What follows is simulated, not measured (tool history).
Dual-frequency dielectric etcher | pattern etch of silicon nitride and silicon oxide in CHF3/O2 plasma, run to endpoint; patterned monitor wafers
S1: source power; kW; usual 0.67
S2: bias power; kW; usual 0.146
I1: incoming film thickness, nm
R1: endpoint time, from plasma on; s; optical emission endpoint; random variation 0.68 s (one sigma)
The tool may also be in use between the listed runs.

run	day	S1	S2	I1	R1
1	0	0.67	0.146	202.2	125.7
2	1.367	0.67	0.146	201.7	125.3
3	2.838	0.63	0.146	203.7	131.8
4	4.2	0.63	0.146	203.1	130.3
5	4.733	0.63	0.146	200.2	129.2
6	6.079	0.8	0.146	204	117.9
7	6.842	0.67	0.146	202.6	125.1
8	8.042	0.67	0.146	202.1	127.1
9	9.158	0.67	0.146	201.8	124.8
# day 9.767: bias power generator calibrated
# day 10.388: wet clean of the chamber
10	10.408	0.67	0.146	202.8	127.6
# day 12.25: source power generator calibrated
11	13.583	0.51	0.176	203.9	136.3
12	14.504	0.79	0.146	202.8	116.4
# day 15.933: upper electrode replaced
13	15.954	0.67	0.11	202.8	140
14	16.638	0.59	0.115	202.9	147.5
15	17.204	0.67	0.146	202	125.8
16	18.683	0.52	0.126	205.2	154.8
17	21.508	0.67	0.146	203.8	127
18	22.292	0.67	0.169	202.3	118.3
19	22.846	0.67	0.179	202.3	115.5
20	23.979	0.67	0.114	203	138.8

The tool's hidden state at each run:
etch rate over this chamber's usual, %: 0 in every run
source power that arrives over what is set, %: 0 in every run
bias power that arrives over what is set, %: 0 in every run
